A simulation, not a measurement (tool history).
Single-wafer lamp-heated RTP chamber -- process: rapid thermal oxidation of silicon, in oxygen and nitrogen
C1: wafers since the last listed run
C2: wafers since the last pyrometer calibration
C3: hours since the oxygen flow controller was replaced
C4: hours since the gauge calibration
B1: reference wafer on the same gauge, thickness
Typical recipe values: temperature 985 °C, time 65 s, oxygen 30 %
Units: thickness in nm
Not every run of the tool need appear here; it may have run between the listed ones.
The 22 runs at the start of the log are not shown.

run 23 hour=273.2 | temperature=963 time=39 oxygen=59 | C1=185 C2=1024 C3=59.3 C4=344.7 | B1=3.010 | thickness=3.249
run 24 hour=288.5 | temperature=962 time=76 oxygen=53 | C1=176 C2=1201 C3=74.6 C4=360.0 | B1=3.007 | thickness=4.057
run 25 hour=303.3 | temperature=955 time=84 oxygen=52 | C1=170 C2=1371 C3=89.4 C4=374.8 | B1=3.010 | thickness=4.041
-- hour=305.3 gauge calibrated
-- hour=324.6 pyrometer window cleaned and pyrometer calibrated
run 26 hour=340.1 | temperature=973 time=42 oxygen=17 | C1=332 C2=178 C3=126.2 C4=34.8 | B1=3.007 | thickness=2.697
run 27 hour=353.1 | temperature=985 time=65 oxygen=30 | C1=150 C2=328 C3=139.2 C4=47.8 | B1=3.006 | thickness=3.677
run 28 hour=360.0 | temperature=1010 time=65 oxygen=17 | C1=79 C2=408 C3=146.1 C4=54.7 | B1=3.013 | thickness=3.656
run 29 hour=376.5 | temperature=971 time=84 oxygen=30 | C1=190 C2=598 C3=162.6 C4=71.2 | B1=3.010 | thickness=3.743
run 30 hour=390.9 | temperature=985 time=65 oxygen=30 | C1=166 C2=764 C3=177.0 C4=85.6 | B1=3.010 | thickness=3.703
run 31 hour=408.6 | temperature=985 time=65 oxygen=30 | C1=204 C2=968 C3=194.7 C4=103.3 | B1=3.009 | thickness=3.717
run 32 hour=417.8 | temperature=1010 time=89 oxygen=17 | C1=106 C2=1075 C3=203.9 C4=112.5 | B1=3.010 | thickness=4.180
run 33 hour=466.3 | temperature=985 time=65 oxygen=30 | C1=559 C2=1634 C3=252.4 C4=161.0 | B1=3.014 | thickness=3.784
run 34 hour=472.9 | temperature=985 time=90 oxygen=30 | C1=76 C2=1711 C3=259.0 C4=167.6 | B1=3.011 | thickness=4.329
run 35 hour=482.6 | temperature=966 time=82 oxygen=18 | C1=111 C2=1823 C3=268.7 C4=177.3 | B1=3.005 | thickness=3.243
-- hour=495.1 pyrometer window cleaned and pyrometer calibrated
run 36 hour=497.9 | temperature=985 time=65 oxygen=30 | C1=84 C2=31 C3=284.0 C4=192.6 | B1=3.009 | thickness=3.695
run 37 hour=505.2 | temperature=985 time=65 oxygen=30 | C1=84 C2=116 C3=291.3 C4=199.9 | B1=3.008 | thickness=3.665
run 38 hour=514.2 | temperature=973 time=74 oxygen=58 | C1=103 C2=219 C3=300.3 C4=208.9 | B1=3.010 | thickness=4.367

Each row is a separate what-if for the run after 38, all from the same tool condition, not one after another. Results?
run A hour=514.6 | temperature=985 time=65 oxygen=17 | C1=4 C2=224 C3=300.7 C4=209.3 | B1=? | thickness=?
run B hour=514.6 | temperature=997 time=65 oxygen=30 | C1=4 C2=224 C3=300.7 C4=209.3 | B1=? | thickness=?
run C hour=514.6 | temperature=1005 time=65 oxygen=17 | C1=4 C2=224 C3=300.7 C4=209.3 | B1=? | thickness=?
run D hour=514.6 | temperature=985 time=33 oxygen=40 | C1=4 C2=224 C3=300.7 C4=209.3 | B1=? | thickness=?

run=A B1=3.010 thickness=3.193
run=B B1=3.010 thickness=3.985
run=C B1=3.010 thickness=3.554
run=D B1=3.010 thickness=3.138
The same runs, with their run-to-run variation unchanged, on a tool lacking any hidden condition would have given:
run=A thickness=3.175
run=B thickness=3.956
run=C thickness=3.532
run=D thickness=3.119
